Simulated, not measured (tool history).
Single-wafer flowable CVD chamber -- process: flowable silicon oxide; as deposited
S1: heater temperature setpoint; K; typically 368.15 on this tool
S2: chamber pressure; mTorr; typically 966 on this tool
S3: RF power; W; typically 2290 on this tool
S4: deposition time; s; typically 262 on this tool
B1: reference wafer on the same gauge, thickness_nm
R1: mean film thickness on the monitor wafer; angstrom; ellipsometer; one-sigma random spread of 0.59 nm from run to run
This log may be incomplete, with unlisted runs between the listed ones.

Run 1, day 0.000: usual settings but S3 2465 W; B1 273.830. Result: R1 2396.28 angstrom.
At day 0.929: thermocouple changed; heater temperature recalibrated.
At day 1.333: RF generator calibrated.
Run 2, day 1.575: usual settings but S1 372.15 K; B1 274.063. Result: R1 2048.36 angstrom.
Run 3, day 2.642: usual settings but S3 2550 W; B1 274.082. Result: R1 2409.18 angstrom.
Run 4, day 4.588: usual settings but S3 2550 W; B1 273.857. Result: R1 2406.10 angstrom.
Run 5, day 7.362: usual settings; B1 273.978. Result: R1 2356.21 angstrom.
Run 6, day 9.421: usual settings but S1 363.15 K, S4 213 s; B1 274.089. Result: R1 2288.51 angstrom.
Run 7, day 11.496: usual settings but S3 2530 W; B1 274.058. Result: R1 2395.35 angstrom.
Run 8, day 13.621: usual settings but S1 361.15 K, S2 751 mTorr, S3 1940 W; B1 273.867. Result: R1 2214.51 angstrom.
Run 9, day 15.067: usual settings but S1 372.15 K; B1 273.920. Result: R1 2053.24 angstrom.
At day 15.192: gauge calibrated.
Run 10, day 16.329: usual settings but S1 357.15 K, S4 235 s; B1 273.840. Result: R1 3025.82 angstrom.
At day 18.788: capacitance manometer re-zeroed and calibrated.
Run 11, day 18.808: usual settings; B1 273.774. Result: R1 2350.35 angstrom.
Run 12, day 20.200: usual settings but S2 1178 mTorr; B1 273.936. Result: R1 2872.52 angstrom.
Run 13, day 21.412: usual settings but S3 2550 W; B1 274.088. Result: R1 2409.09 angstrom.
Run 14, day 23.558: usual settings; B1 274.023. Result: R1 2351.16 angstrom.
Run 15, day 25.875: usual settings but S2 736 mTorr, S4 279 s; B1 273.800. Result: R1 1906.04 angstrom.
Run 16, day 28.033: usual settings; B1 274.032. Result: R1 2343.89 angstrom.
Run 17, day 29.629: usual settings but S1 363.15 K, S2 738 mTorr, S3 2125 W, S4 211 s; B1 273.970. Result: R1 1692.56 angstrom.
Run 18, day 31.592: usual settings but S1 376.15 K, S2 755 mTorr, S4 292 s; B1 273.908. Result: R1 1556.66 angstrom.
Run 19, day 33.708: usual settings but S1 354.15 K, S2 1197 mTorr, S3 1855 W, S4 277 s; B1 273.920. Result: R1 4522.49 angstrom.
Run 20, day 36.242: usual settings; B1 273.937. Result: R1 2347.67 angstrom.
Run 21, day 37.804: usual settings; B1 273.898. Result: R1 2353.16 angstrom.
Run 22, day 39.775: usual settings but S1 377.15 K, S2 875 mTorr; B1 273.913. Result: R1 1561.41 angstrom.
Run 23, day 42.767: usual settings but S1 382.15 K, S2 1126 mTorr, S4 232 s; B1 274.288. Result: R1 1494.00 angstrom.
Run 24, day 43.796: usual settings but S1 373.15 K; B1 273.939. Result: R1 1985.77 angstrom.

Run 25 comes next. What will it give?
Run 25, day 45.217: usual settings; B1 ?. Result: R1 ?.

Run 25 produced B1 273.951, R1 2364.12 angstrom.
On a tool with no hidden condition, and with the same random variation, this run would have come out at R1 2364.12 angstrom.
